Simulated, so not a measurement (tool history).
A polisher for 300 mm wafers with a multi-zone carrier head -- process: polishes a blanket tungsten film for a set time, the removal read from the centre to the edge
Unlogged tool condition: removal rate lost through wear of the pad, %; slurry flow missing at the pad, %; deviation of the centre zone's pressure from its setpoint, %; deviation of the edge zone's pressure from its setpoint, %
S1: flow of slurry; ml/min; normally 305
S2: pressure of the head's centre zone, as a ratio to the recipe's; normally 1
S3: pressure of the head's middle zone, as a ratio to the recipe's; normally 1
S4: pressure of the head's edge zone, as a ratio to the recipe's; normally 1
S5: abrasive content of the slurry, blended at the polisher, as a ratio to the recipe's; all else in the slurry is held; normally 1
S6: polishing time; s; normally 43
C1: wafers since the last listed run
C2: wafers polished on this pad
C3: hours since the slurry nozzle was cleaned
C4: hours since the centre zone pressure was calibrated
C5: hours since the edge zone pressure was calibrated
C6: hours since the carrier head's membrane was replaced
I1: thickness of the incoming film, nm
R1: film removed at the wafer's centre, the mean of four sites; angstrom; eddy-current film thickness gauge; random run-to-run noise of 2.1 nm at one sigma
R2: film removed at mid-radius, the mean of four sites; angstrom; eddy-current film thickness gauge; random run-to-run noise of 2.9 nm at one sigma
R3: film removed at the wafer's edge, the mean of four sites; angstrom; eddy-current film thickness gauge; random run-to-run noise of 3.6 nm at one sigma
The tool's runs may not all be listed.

{"run": 1, "day": 0.0, "S1": 305, "S2": 1, "S3": 1, "S4": 1, "S5": 1, "S6": 43, "C1": 0, "C2": 5071, "C3": 634.8, "C4": 817.7, "C5": 617, "C6": 1070.6, "I1": 1190.7, "R1": 2909, "R2": 2813, "R3": 2929}
{"run": 2, "day": 4.379, "S1": 305, "S2": 1.04, "S3": 1, "S4": 0.93, "S5": 1, "S6": 43, "C1": 1237, "C2": 6309, "C3": 739.9, "C4": 922.8, "C5": 722.1, "C6": 1175.7, "I1": 1164, "R1": 3020, "R2": 2822, "R3": 2813}
{"run": 3, "day": 7.846, "S1": 305, "S2": 1, "S3": 1.1, "S4": 1, "S5": 1, "S6": 43, "C1": 979, "C2": 7288, "C3": 823.1, "C4": 1006, "C5": 805.3, "C6": 1258.9, "I1": 1168.9, "R1": 2892, "R2": 2924, "R3": 2888}
{"run": 4, "day": 10.921, "S1": 305, "S2": 1, "S3": 1, "S4": 1, "S5": 1, "S6": 43, "C1": 869, "C2": 8157, "C3": 896.9, "C4": 1079.8, "C5": 879.1, "C6": 1332.7, "I1": 1188.4, "R1": 2864, "R2": 2783, "R3": 2893}
{"day": 11.746, "done": "worn pad replaced by a new one, of another model than before"}
{"day": 12.112, "done": "slurry nozzle cleaned"}
{"run": 5, "day": 13.529, "S1": 355, "S2": 1, "S3": 1, "S4": 0.92, "S5": 1, "S6": 43, "C1": 678, "C2": 492, "C3": 34, "C4": 1142.4, "C5": 941.7, "C6": 1395.3, "I1": 1181.2, "R1": 3093, "R2": 2925, "R3": 2908}
{"run": 6, "day": 16.229, "S1": 305, "S2": 1, "S3": 1, "S4": 1, "S5": 1.1, "S6": 48, "C1": 763, "C2": 1255, "C3": 98.8, "C4": 1207.2, "C5": 1006.5, "C6": 1460.1, "I1": 1180.6, "R1": 3426, "R2": 3340, "R3": 3419}
{"run": 7, "day": 20.15, "S1": 305, "S2": 1, "S3": 1, "S4": 0.91, "S5": 0.75, "S6": 43, "C1": 1108, "C2": 2363, "C3": 192.9, "C4": 1301.3, "C5": 1100.6, "C6": 1554.2, "I1": 1155.5, "R1": 2831, "R2": 2717, "R3": 2606}
{"run": 8, "day": 23.238, "S1": 305, "S2": 1, "S3": 1, "S4": 1, "S5": 1, "S6": 43, "C1": 872, "C2": 3235, "C3": 267, "C4": 1375.4, "C5": 1174.7, "C6": 1628.3, "I1": 1170.1, "R1": 3007, "R2": 2851, "R3": 2988}
{"day": 24.933, "done": "centre zone pressure recalibrated"}
{"run": 9, "day": 25.279, "S1": 305, "S2": 1, "S3": 1, "S4": 1, "S5": 1, "S6": 43, "C1": 553, "C2": 3789, "C3": 316, "C4": 8.3, "C5": 1223.7, "C6": 1677.3, "I1": 1183, "R1": 2923, "R2": 2873, "R3": 2960}
{"run": 10, "day": 28.621, "S1": 245, "S2": 1, "S3": 1, "S4": 1, "S5": 1, "S6": 43, "C1": 944, "C2": 4733, "C3": 396.2, "C4": 88.5, "C5": 1303.9, "C6": 1757.5, "I1": 1182.2, "R1": 2781, "R2": 2738, "R3": 2831}
{"run": 11, "day": 31.621, "S1": 305, "S2": 1, "S3": 1.05, "S4": 1.11, "S5": 0.75, "S6": 29, "C1": 847, "C2": 5581, "C3": 468.2, "C4": 160.5, "C5": 1375.9, "C6": 1829.5, "I1": 1183.9, "R1": 1836, "R2": 1823, "R3": 1942}
{"day": 33.767, "done": "carrier head's membrane replaced by a new one"}
{"run": 12, "day": 35.042, "S1": 305, "S2": 1, "S3": 0.89, "S4": 1, "S5": 0.85, "S6": 43, "C1": 907, "C2": 6489, "C3": 550.3, "C4": 242.6, "C5": 1458, "C6": 30.6, "I1": 1183.3, "R1": 2795, "R2": 2531, "R3": 2775}
{"run": 13, "day": 37.646, "S1": 305, "S2": 1, "S3": 1, "S4": 1, "S5": 0.75, "S6": 43, "C1": 735, "C2": 7225, "C3": 612.8, "C4": 305.1, "C5": 1520.5, "C6": 93.1, "I1": 1173.6, "R1": 2682, "R2": 2587, "R3": 2698}
{"day": 38.508, "done": "worn pad replaced by a new one"}
{"run": 14, "day": 40.517, "S1": 390, "S2": 1, "S3": 1.09, "S4": 1, "S5": 0.8, "S6": 32, "C1": 764, "C2": 568, "C3": 681.7, "C4": 374, "C5": 1589.4, "C6": 162, "I1": 1162.4, "R1": 2076, "R2": 2095, "R3": 2050}
{"day": 42.733, "done": "edge zone pressure recalibrated"}
{"run": 15, "day": 44.721, "S1": 260, "S2": 1, "S3": 1, "S4": 1, "S5": 1, "S6": 43, "C1": 1164, "C2": 1732, "C3": 782.6, "C4": 474.9, "C5": 47.7, "C6": 262.9, "I1": 1192, "R1": 2618, "R2": 2596, "R3": 2730}
{"run": 16, "day": 47.154, "S1": 305, "S2": 1.08, "S3": 1.04, "S4": 1, "S5": 1, "S6": 43, "C1": 687, "C2": 2420, "C3": 841, "C4": 533.3, "C5": 106.1, "C6": 321.3, "I1": 1184.5, "R1": 2964, "R2": 2708, "R3": 2764}
{"run": 17, "day": 49.983, "S1": 370, "S2": 1, "S3": 1, "S4": 1.09, "S5": 1, "S6": 43, "C1": 799, "C2": 3219, "C3": 908.9, "C4": 601.2, "C5": 174, "C6": 389.2, "I1": 1195.1, "R1": 2840, "R2": 2739, "R3": 3021}
{"day": 52.546, "done": "slurry nozzle cleaned"}
{"run": 18, "day": 53.521, "S1": 305, "S2": 0.91, "S3": 1, "S4": 1, "S5": 1, "S6": 37, "C1": 987, "C2": 4207, "C3": 23.4, "C4": 686.1, "C5": 258.9, "C6": 474.1, "I1": 1191.1, "R1": 2348, "R2": 2469, "R3": 2544}
{"run": 19, "day": 55.638, "S1": 305, "S2": 1, "S3": 1, "S4": 1, "S5": 1.3, "S6": 43, "C1": 598, "C2": 4806, "C3": 74.2, "C4": 736.9, "C5": 309.7, "C6": 524.9, "I1": 1195, "R1": 3240, "R2": 3078, "R3": 3206}
{"run": 20, "day": 59.8, "S1": 390, "S2": 1.06, "S3": 1.09, "S4": 1, "S5": 1, "S6": 31, "C1": 1176, "C2": 5982, "C3": 174.1, "C4": 836.8, "C5": 409.6, "C6": 624.8, "I1": 1175.7, "R1": 2352, "R2": 2190, "R3": 2192}
{"day": 61.825, "done": "worn pad replaced by a new one"}
{"run": 21, "day": 62.812, "S1": 270, "S2": 1, "S3": 1, "S4": 1.1, "S5": 1, "S6": 43, "C1": 804, "C2": 278, "C3": 246.4, "C4": 909.1, "C5": 481.9, "C6": 697.1, "I1": 1173.1, "R1": 2857, "R2": 2781, "R3": 3043}
{"run": 22, "day": 64.421, "S1": 345, "S2": 1, "S3": 1, "S4": 1, "S5": 1, "S6": 43, "C1": 454, "C2": 733, "C3": 285, "C4": 947.7, "C5": 520.5, "C6": 735.7, "I1": 1178.3, "R1": 2989, "R2": 2937, "R3": 3011}

For each run, the measured value with the value that run would have given without the tool's hidden condition subtracted. The run-to-run variation is shared by both, the gauge scatter possibly not:
run=1 R1=-113 R2=-99 R3=-78
run=2 R1=-141 R2=-119 R3=-89
run=3 R1=-155 R2=-140 R3=-104
run=4 R1=-171 R2=-149 R3=-116
run=5 R1=-6 R2=-5 R3=-4
run=6 R1=-23 R2=-21 R3=-16
run=7 R1=-40 R2=-34 R3=-25
run=8 R1=-62 R2=-52 R3=-42
run=9 R1=-74 R2=-66 R3=-51
run=10 R1=-127 R2=-112 R3=-85
run=11 R1=-77 R2=-70 R3=-55
run=12 R1=-150 R2=-122 R3=-100
run=13 R1=-170 R2=-147 R3=-115
run=14 R1=-114 R2=-103 R3=-77
run=15 R1=-323 R2=-282 R3=-214
run=16 R1=-336 R2=-273 R3=-205
run=17 R1=-294 R2=-254 R3=-210
run=18 R1=-18 R2=-17 R3=-13
run=19 R1=-37 R2=-32 R3=-26
run=20 R1=-34 R2=-29 R3=-22
run=21 R1=-91 R2=-79 R3=-65
run=22 R1=-78 R2=-70 R3=-55
